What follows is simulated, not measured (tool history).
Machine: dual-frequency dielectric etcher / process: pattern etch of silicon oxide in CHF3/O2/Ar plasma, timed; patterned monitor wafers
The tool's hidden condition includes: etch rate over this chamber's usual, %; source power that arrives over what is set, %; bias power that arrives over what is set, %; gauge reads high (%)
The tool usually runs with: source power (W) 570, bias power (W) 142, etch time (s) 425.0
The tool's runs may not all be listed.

run,hour,source power (W),bias power (W),etch time (s),wafers since the last listed run,hours since the last wet clean,hours since the last source power generator calibration,hours since the last bias power generator calibration,hours since the last upper electrode change,hours since the gauge calibration,"read-back reference wafer on the same gauge, depth_nm",mean etch depth across the wafer (angstrom)
1,0.0,570,142,425.0,0,154.1,3896.8,3950.2,2644.2,846.5,792.1,7367
2,56.4,570,142,425.0,161,210.5,3953.2,4006.6,2700.6,902.9,791.3,7314
3,128.8,570,142,425.0,207,282.9,4025.6,4079.0,2773.0,975.3,791.1,7296
4,213.9,570,142,425.0,243,368.0,4110.7,4164.1,2858.1,1060.4,792.1,7209
5,319.7,570,142,425.0,303,473.8,4216.5,4269.9,2963.9,1166.2,790.9,7249
# hour 495.8: wet clean of the chamber
# hour 508.0: gauge calibrated
6,573.6,570,142,425.0,658,77.8,4470.4,4523.8,3217.8,65.6,790.1,7395
# hour 656.2: bias power generator calibrated
7,669.8,570,142,425.0,264,174.0,4566.6,13.6,3314.0,161.8,791.4,7330
# hour 725.3: source power generator calibrated
# hour 735.5: upper electrode replaced
8,762.5,570,142,425.0,225,266.7,37.2,106.3,27.0,254.5,790.8,7354
9,839.0,570,142,425.0,219,343.2,113.7,182.8,103.5,331.0,791.6,7262
10,928.0,650,142,425.0,255,432.2,202.7,271.8,192.5,420.0,790.6,7566
11,1001.5,570,157,332.5,210,505.7,276.2,345.3,266.0,493.5,789.8,5882
12,1096.1,650,161,358.0,271,600.3,370.8,439.9,360.6,588.1,791.5,6634
# hour 1190.9: wet clean of the chamber
13,1194.8,510,114,355.0,214,3.9,469.5,538.6,459.3,686.8,791.4,5556
14,1257.2,570,142,425.0,178,66.3,531.9,601.0,521.7,749.2,791.6,7380
15,1311.7,570,142,425.0,156,120.8,586.4,655.5,576.2,803.7,789.9,7396
16,1355.9,700,168,513.0,126,165.0,630.6,699.7,620.4,847.9,791.0,10168
17,1417.9,570,142,425.0,177,227.0,692.6,761.7,682.4,909.9,791.3,7398
18,1469.8,570,142,386.5,148,278.9,744.5,813.6,734.3,961.8,791.0,6662
19,1541.8,570,171,460.0,206,350.9,816.5,885.6,806.3,1033.8,790.8,8346

Alternative continuations, all from the tool just after run 19; predict every row:
A,1542.3,570,142,425.0,1,351.4,817.0,886.1,806.8,1034.3,?,?
B,1542.3,570,159,503.5,1,351.4,817.0,886.1,806.8,1034.3,?,?
C,1542.3,510,142,425.0,1,351.4,817.0,886.1,806.8,1034.3,?,?
D,1542.3,680,108,546.5,1,351.4,817.0,886.1,806.8,1034.3,?,?
E,1542.3,570,142,541.0,1,351.4,817.0,886.1,806.8,1034.3,?,?

run,"read-back reference wafer on the same gauge, depth_nm",mean etch depth across the wafer (angstrom)
A,790.9,7373
B,790.9,9070
C,790.9,7076
D,790.9,9291
E,790.9,9386
Without the tool's hidden state the same runs would have given:
run,mean etch depth across the wafer (angstrom)
A,7453
B,9167
C,7152
D,9391
E,9487

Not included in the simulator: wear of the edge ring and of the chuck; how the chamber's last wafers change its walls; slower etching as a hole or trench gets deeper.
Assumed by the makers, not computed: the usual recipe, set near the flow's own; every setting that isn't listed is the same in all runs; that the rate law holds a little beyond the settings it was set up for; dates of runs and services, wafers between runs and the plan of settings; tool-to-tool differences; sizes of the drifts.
